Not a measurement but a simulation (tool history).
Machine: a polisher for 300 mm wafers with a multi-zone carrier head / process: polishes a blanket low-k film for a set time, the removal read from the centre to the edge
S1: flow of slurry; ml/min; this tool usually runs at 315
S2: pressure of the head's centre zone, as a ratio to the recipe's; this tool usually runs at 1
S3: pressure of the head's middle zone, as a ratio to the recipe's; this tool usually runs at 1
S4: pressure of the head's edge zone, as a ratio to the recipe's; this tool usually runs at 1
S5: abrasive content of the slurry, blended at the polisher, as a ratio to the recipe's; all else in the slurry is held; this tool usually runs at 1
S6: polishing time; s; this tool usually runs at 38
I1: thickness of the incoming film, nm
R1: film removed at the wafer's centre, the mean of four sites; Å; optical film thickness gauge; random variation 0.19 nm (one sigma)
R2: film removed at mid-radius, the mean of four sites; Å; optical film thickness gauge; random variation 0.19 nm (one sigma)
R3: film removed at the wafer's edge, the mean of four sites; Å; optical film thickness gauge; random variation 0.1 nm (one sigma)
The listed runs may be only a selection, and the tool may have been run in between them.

Run 1, hour 0: usual settings; I1 482. Result: R1 150 Å, R2 156 Å, R3 151 Å.
Run 2, hour 12.6: usual settings; I1 481.2. Result: R1 143 Å, R2 151 Å, R3 147 Å.
At hour 20.3: worn pad replaced by a new one.
Run 3, hour 29.3: usual settings; I1 479.9. Result: R1 158 Å, R2 167 Å, R3 162 Å.
Run 4, hour 37.2: usual settings but S5 0.9; I1 473. Result: R1 149 Å, R2 156 Å, R3 151 Å.
At hour 47.8: centre zone pressure recalibrated.
Run 5, hour 48.3: usual settings but S2 1.03; I1 478.5. Result: R1 154 Å, R2 157 Å, R3 154 Å.
Run 6, hour 63.5: usual settings but S1 390 ml/min; I1 489.4. Result: R1 151 Å, R2 157 Å, R3 151 Å.
At hour 68.6: slurry nozzle cleaned.
Run 7, hour 69.7: usual settings but S5 0.9, S6 46 s; I1 480.3. Result: R1 171 Å, R2 180 Å, R3 174 Å.
Run 8, hour 87: usual settings; I1 479. Result: R1 135 Å, R2 145 Å, R3 142 Å.
At hour 92.1: worn pad replaced by a new one.
Run 9, hour 101.3: usual settings but S5 1.1; I1 481.9. Result: R1 164 Å, R2 172 Å, R3 167 Å.
At hour 114.4: edge zone pressure recalibrated.
Run 10, hour 114.9: usual settings but S2 0.96, S5 0.85, S6 46 s; I1 477.9. Result: R1 173 Å, R2 183 Å, R3 179 Å.
At hour 133.7: carrier head's membrane replaced by a new one.
Run 11, hour 148: usual settings; I1 482.6. Result: R1 146 Å, R2 149 Å, R3 147 Å.
At hour 158: worn pad replaced by a new one.
Run 12, hour 165.3: usual settings but S6 25 s; I1 477.1. Result: R1 103 Å, R2 109 Å, R3 106 Å.
Run 13, hour 177.7: usual settings; I1 481.5. Result: R1 153 Å, R2 160 Å, R3 157 Å.
Run 14, hour 184.8: usual settings; I1 474.9. Result: R1 154 Å, R2 156 Å, R3 155 Å.
Run 15, hour 198.3: usual settings but S3 1.1, S4 1.06; I1 484.1. Result: R1 148 Å, R2 165 Å, R3 156 Å.
Run 16, hour 205.8: usual settings; I1 488.2. Result: R1 145 Å, R2 155 Å, R3 150 Å.
At hour 218: worn pad replaced by a new one.
Run 17, hour 218.5: usual settings but S2 1.06, S4 0.93; I1 482.6. Result: R1 174 Å, R2 166 Å, R3 158 Å.
Run 18, hour 221.9: usual settings but S1 245 ml/min; I1 478.9. Result: R1 155 Å, R2 168 Å, R3 161 Å.
Run 19, hour 230.8: usual settings but S4 1.05, S5 1.3; I1 476. Result: R1 171 Å, R2 183 Å, R3 180 Å.
Run 20, hour 238.7: usual settings but S1 245 ml/min; I1 480.4. Result: R1 150 Å, R2 156 Å, R3 154 Å.
Run 21, hour 254.9: usual settings but S3 0.88; I1 480.1. Result: R1 151 Å, R2 144 Å, R3 153 Å.

State the hidden condition of the tool at each of the runs:
slurry flow missing at the pad, %: 0 across all the runs
deviation of the centre zone's pressure from its setpoint, %: 0 across all the runs
deviation of the edge zone's pressure from its setpoint, %: 0 across all the runs
H1: removal rate lost through wear of the pad, %
run    H1
  1  9.72
  2  12.2
  3  3.53
  4  5.07
  5  7.24
  6  10.2
  7  11.4
  8  14.8
  9  2.79
 10  5.44
 11  11.9
 12  3.18
 13   5.6
 14  6.98
 15  9.62
 16  11.1
 17   1.3
 18  1.97
 19   3.7
 20  5.24
 21   8.4
